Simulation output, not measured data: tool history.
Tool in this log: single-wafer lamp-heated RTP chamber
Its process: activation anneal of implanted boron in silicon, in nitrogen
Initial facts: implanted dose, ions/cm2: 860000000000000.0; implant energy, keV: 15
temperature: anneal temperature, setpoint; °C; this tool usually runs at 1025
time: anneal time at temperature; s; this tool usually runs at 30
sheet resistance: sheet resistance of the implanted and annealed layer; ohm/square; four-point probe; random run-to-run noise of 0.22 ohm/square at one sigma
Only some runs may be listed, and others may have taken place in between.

| run | hour | temperature | time | read-back reference wafer on the same gauge, sheet resistance | sheet resistance |
|---|---|---|---|---|---|
| 1 | 0 | 1025 | 30 | 107.97 | 134.87 |
| 2 | 65.5 | 1025 | 30 | 108.07 | 134.69 |
| 3 | 96.6 | 1025 | 30 | 107.99 | 134.6 |
| 4 | 154.2 | 1009 | 30 | 108.02 | 135.68 |
| 5 | 207.1 | 1025 | 30 | 107.95 | 133.99 |
| 6 | 245 | 1025 | 30 | 108.02 | 134.17 |
| 7 | 310.3 | 1025 | 30 | 108 | 134.15 |
|  | 381.7 | pyrometer window cleaned and pyrometer calibrated |
| 8 | 382.2 | 1025 | 30 | 108.05 | 134.82 |
| 9 | 416.2 | 1025 | 40 | 107.99 | 134.13 |
|  | 477.4 | reflector plate cleaned |
| 10 | 478.3 | 1025 | 30 | 107.97 | 134.82 |
| 11 | 517.1 | 1025 | 30 | 108.12 | 134.96 |
| 12 | 602.6 | 1025 | 30 | 107.88 | 134.27 |
| 13 | 634.4 | 1025 | 30 | 107.96 | 134.77 |
|  | 638.7 | gauge calibrated |
| 14 | 669.8 | 1025 | 30 | 107.99 | 134.86 |
| 15 | 719.5 | 1025 | 30 | 108.06 | 134.36 |
| 16 | 759.1 | 1002 | 23 | 108.02 | 138.57 |
| 17 | 790.9 | 1037 | 16 | 107.99 | 134.56 |
| 18 | 904.1 | 1007 | 17 | 108.03 | 137.37 |
| 19 | 932.7 | 1025 | 24 | 107.91 | 134.47 |
| 20 | 989.9 | 1049 | 17 | 108.03 | 133.99 |
| 21 | 1022.8 | 1016 | 21 | 107.97 | 135.62 |
|  | 1074.2 | pyrometer window cleaned and pyrometer calibrated |
| 22 | 1074.7 | 1025 | 30 | 108 | 134.96 |
| 23 | 1176.8 | 1051 | 25 | 107.99 | 133.48 |
| 24 | 1211.3 | 1012 | 30 | 107.97 | 136.77 |
| 25 | 1246 | 1033 | 41 | 108.06 | 133.36 |
| 26 | 1398.9 | 1040 | 38 | 108.03 | 132.74 |
| 27 | 1469.3 | 1016 | 42 | 108.03 | 134.73 |

The same runs without the tool's hidden state, with the same run-to-run variation:
Hidden state present: true wafer temperature minus pyrometer reading, K; wafer temperature error from the tarnished reflector plate, K; gauge reads high (%).
| run | sheet resistance |
|---|---|
| 1 | 135.4 |
| 2 | 135.33 |
| 3 | 135.3 |
| 4 | 136.88 |
| 5 | 134.9 |
| 6 | 135.16 |
| 7 | 135.28 |
| 8 | 134.91 |
| 9 | 134.22 |
| 10 | 134.92 |
| 11 | 135.09 |
| 12 | 134.45 |
| 13 | 134.98 |
| 14 | 135.11 |
| 15 | 134.67 |
| 16 | 139.4 |
| 17 | 134.82 |
| 18 | 138.57 |
| 19 | 135.11 |
| 20 | 134.26 |
| 21 | 136.69 |
| 22 | 135.09 |
| 23 | 133.53 |
| 24 | 136.99 |
| 25 | 133.51 |
| 26 | 132.96 |
| 27 | 135.22 |
